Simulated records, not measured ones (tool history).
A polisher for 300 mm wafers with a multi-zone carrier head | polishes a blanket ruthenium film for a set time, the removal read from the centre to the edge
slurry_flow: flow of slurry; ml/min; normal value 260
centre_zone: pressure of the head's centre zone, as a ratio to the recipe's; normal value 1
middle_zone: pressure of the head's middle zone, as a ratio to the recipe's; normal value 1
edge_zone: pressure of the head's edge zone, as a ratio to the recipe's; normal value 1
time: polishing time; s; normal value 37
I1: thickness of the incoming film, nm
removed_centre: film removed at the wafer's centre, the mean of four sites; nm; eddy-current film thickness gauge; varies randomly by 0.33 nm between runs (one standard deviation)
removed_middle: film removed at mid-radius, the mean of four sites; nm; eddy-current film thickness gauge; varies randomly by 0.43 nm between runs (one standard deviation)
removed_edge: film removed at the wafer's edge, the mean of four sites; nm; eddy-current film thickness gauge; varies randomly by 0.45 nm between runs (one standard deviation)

Run 1, hour 0: usual settings; I1 302.6. Result: removed_centre 37.5 nm, removed_middle 35.7 nm, removed_edge 35.2 nm.
Run 2, hour 16.2: usual settings; I1 300.5. Result: removed_centre 38 nm, removed_middle 35.8 nm, removed_edge 35.6 nm.
Run 3, hour 26: usual settings; I1 302.9. Result: removed_centre 37.5 nm, removed_middle 36.2 nm, removed_edge 35.6 nm.
Run 4, hour 34.1: usual settings but slurry_flow 305 ml/min, edge_zone 0.91; I1 302. Result: removed_centre 38.4 nm, removed_middle 36 nm, removed_edge 34 nm.
Run 5, hour 41.1: usual settings but middle_zone 0.95; I1 300.9. Result: removed_centre 38 nm, removed_middle 34.2 nm, removed_edge 35.1 nm.
Run 6, hour 50: usual settings but middle_zone 0.95; I1 299. Result: removed_centre 38.3 nm, removed_middle 33.6 nm, removed_edge 35.2 nm.
At hour 59.6: worn pad replaced by a new one.
Run 7, hour 60.1: usual settings but middle_zone 0.95; I1 306.6. Result: removed_centre 38.2 nm, removed_middle 34.5 nm, removed_edge 35.1 nm.
Run 8, hour 71.4: usual settings but edge_zone 0.92, time 28 s; I1 297.8. Result: removed_centre 28.4 nm, removed_middle 26 nm, removed_edge 25.8 nm.
Run 9, hour 80.1: usual settings but middle_zone 0.97; I1 300.5. Result: removed_centre 38.1 nm, removed_middle 34.5 nm, removed_edge 35.4 nm.
Run 10, hour 96.8: usual settings but middle_zone 0.97; I1 303.2. Result: removed_centre 38 nm, removed_middle 35.2 nm, removed_edge 36.1 nm.
Run 11, hour 110.1: usual settings but time 45 s; I1 296.7. Result: removed_centre 45.8 nm, removed_middle 43.1 nm, removed_edge 43 nm.
At hour 112.9: centre zone pressure recalibrated.
At hour 116.9: worn pad replaced by a new one.
Run 12, hour 124.8: usual settings; I1 303.9. Result: removed_centre 35 nm, removed_middle 35.3 nm, removed_edge 34.7 nm.
At hour 133: slurry nozzle cleaned.
Run 13, hour 139.1: usual settings but slurry_flow 225 ml/min, edge_zone 1.05; I1 300.5. Result: removed_centre 34.6 nm, removed_middle 35.5 nm, removed_edge 35.9 nm.
At hour 141.2: edge zone pressure recalibrated.
Run 14, hour 151.4: usual settings; I1 295.5. Result: removed_centre 35.7 nm, removed_middle 35.5 nm, removed_edge 34.4 nm.
At hour 166.1: carrier head's membrane replaced by a new one.
Run 15, hour 166.6: usual settings; I1 297.1. Result: removed_centre 35.7 nm, removed_middle 35.6 nm, removed_edge 35 nm.
At hour 172.7: worn pad replaced by a new one.
Run 16, hour 177.1: usual settings but centre_zone 0.91, edge_zone 1.05; I1 296.4. Result: removed_centre 33.4 nm, removed_middle 35.7 nm, removed_edge 36 nm.
Run 17, hour 194.1: usual settings but centre_zone 1.08; I1 301.8. Result: removed_centre 39.4 nm, removed_middle 34.8 nm, removed_edge 35.1 nm.
Run 18, hour 206.5: usual settings but slurry_flow 330 ml/min, middle_zone 0.93, time 25 s; I1 296.2. Result: removed_centre 25 nm, removed_middle 22.5 nm, removed_edge 24.4 nm.
Run 19, hour 222.9: usual settings but time 26 s; I1 303.2. Result: removed_centre 25.8 nm, removed_middle 25.1 nm, removed_edge 25.5 nm.
At hour 229.9: worn pad replaced by a new one.
Run 20, hour 230.5: usual settings but slurry_flow 220 ml/min, time 27 s; I1 305.1. Result: removed_centre 26.2 nm, removed_middle 25 nm, removed_edge 25.6 nm.
Run 21, hour 237.6: usual settings but middle_zone 1.06; I1 301.7. Result: removed_centre 37 nm, removed_middle 36.7 nm, removed_edge 35 nm.

Here are 4 independent what-if runs from the current tool condition. What would each one return?
Run A, hour 238: usual settings; I1 299.1. Result: removed_centre ?, removed_middle ?, removed_edge ?.
Run B, hour 238: usual settings but centre_zone 0.93, edge_zone 0.9; I1 299.1. Result: removed_centre ?, removed_middle ?, removed_edge ?.
Run C, hour 238: usual settings but centre_zone 1.05, edge_zone 0.91; I1 299.1. Result: removed_centre ?, removed_middle ?, removed_edge ?.
Run D, hour 238: usual settings but slurry_flow 210 ml/min, centre_zone 1.06, middle_zone 1.04; I1 299.1. Result: removed_centre ?, removed_middle ?, removed_edge ?.

run  removed_centre  removed_middle  removed_edge
  A            37.1            34.9          35.4
  B            34.5            34.9          33.6
  C              39            34.9          33.8
  D            38.6            35.4          34.9
The same runs, with their run-to-run variation unchanged, on a tool lacking any hidden condition would have given:
run  removed_centre  removed_middle  removed_edge
  A            34.5            34.9          35.4
  B            32.1            34.9          33.6
  C            36.2            34.9          33.8
  D            35.8            35.4          34.9

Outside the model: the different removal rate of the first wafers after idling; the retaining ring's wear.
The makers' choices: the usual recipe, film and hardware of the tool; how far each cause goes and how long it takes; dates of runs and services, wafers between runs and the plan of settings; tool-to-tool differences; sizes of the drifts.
